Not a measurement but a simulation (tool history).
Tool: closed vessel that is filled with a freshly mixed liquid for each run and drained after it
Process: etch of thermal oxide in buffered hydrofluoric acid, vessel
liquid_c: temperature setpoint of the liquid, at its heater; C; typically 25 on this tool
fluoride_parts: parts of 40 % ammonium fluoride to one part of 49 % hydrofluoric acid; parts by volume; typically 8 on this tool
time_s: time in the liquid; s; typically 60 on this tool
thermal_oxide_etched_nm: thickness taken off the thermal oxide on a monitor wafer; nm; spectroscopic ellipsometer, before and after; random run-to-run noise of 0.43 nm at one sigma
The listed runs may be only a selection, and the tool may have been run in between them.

run   hour  liquid_c  fluoride_parts  time_s  wafers since the last listed run  hours since the thermometer was replaced  hours since the hydrofluoric acid flow meter was replaced  hours since the gauge calibration  read-back film thickness of the thermal oxide reference wafer, read on the same gauge (nm)  thermal_oxide_etched_nm
  1      0        25               8      80                                 0                                    2683.8                                                     2151.1                               18.4                                                                                      129.98                   110.12
  2   34.2        25               8      80                              4116                                      2718                                                     2185.3                               52.6                                                                                      130.02                   109.77
  3   58.3        25               8      60                              2900                                    2742.1                                                     2209.4                               76.7                                                                                      129.99                    82.98
  4   82.8        25               8      60                              2948                                    2766.6                                                     2233.9                              101.2                                                                                         130                    82.84
  5  104.9        25               8      60                              2659                                    2788.7                                                       2256                              123.3                                                                                      130.01                    81.95
  6  129.7      23.5               8      60                              2984                                    2813.5                                                     2280.8                              148.1                                                                                      130.03                     76.1
  7  153.9      23.5               8      60                              2912                                    2837.7                                                       2305                              172.3                                                                                      129.98                    75.59
  8  167.4      23.5               8      60                              1624                                    2851.2                                                     2318.5                              185.8                                                                                      130.04                    75.99
  9  192.1        25               8      60                              2972                                    2875.9                                                     2343.2                              210.5                                                                                         130                    82.64
 10  217.9        25               8      60                              3105                                    2901.7                                                       2369                              236.3                                                                                      129.96                    81.79
 11  242.5        25               8      60                              2960                                    2926.3                                                     2393.6                              260.9                                                                                         130                    81.63
     270.4  -- gauge calibrated
 12  276.6        25               5      30                              4104                                    2960.4                                                     2427.7                                6.2                                                                                      129.98                    62.73
 13    312        27               8      60                              4260                                    2995.8                                                     2463.1                               41.6                                                                                         130                    90.87
 14  346.7        29               8      60                              4176                                    3030.5                                                     2497.8                               76.3                                                                                      129.99                   101.51
 15  359.6        25               7      85                              1552                                    3043.4                                                     2510.7                               89.2                                                                                      129.99                    133.4
     377.5  -- thermometer replaced
     380.4  -- hydrofluoric acid flow meter replaced
 16  425.3        25               8      60                              7666                                      47.8                                                       44.9                              154.9                                                                                         130                       94
 17  455.5        25             6.5      60                              3634                                        78                                                       75.1                              185.1                                                                                      129.97                   115.99
 18  479.8        22             5.5      85                              2924                                     102.3                                                       99.4                              209.4                                                                                         130                   160.22
 19    492        25             9.5      40                              1468                                     114.5                                                      111.6                              221.6                                                                                      129.96                    53.34
 20  512.9        25               8      60                              2515                                     135.4                                                      132.5                              242.5                                                                                      129.98                    93.93
 21  532.4        29             5.5      60                              2346                                     154.9                                                        152                                262                                                                                      130.05                   166.24
 22  566.5        25               8      60                              4104                                       189                                                      186.1                              296.1                                                                                      129.99                    93.69

For each run, what was the tool's unlogged condition?
hydrofluoric acid flow below the setpoint (%): 0 in every run
gauge reads high (%): 0 in every run
H1: liquid colder than its thermometer reads (K)
run     H1
  1   2.73
  2   2.76
  3   2.78
  4    2.8
  5   2.82
  6   2.84
  7   2.86
  8   2.87
  9   2.89
 10   2.92
 11   2.94
 12   2.97
 13      3
 14   3.02
 15   3.04
 16   0.32
 17  0.346
 18  0.366
 19  0.377
 20  0.394
 21  0.411
 22   0.44
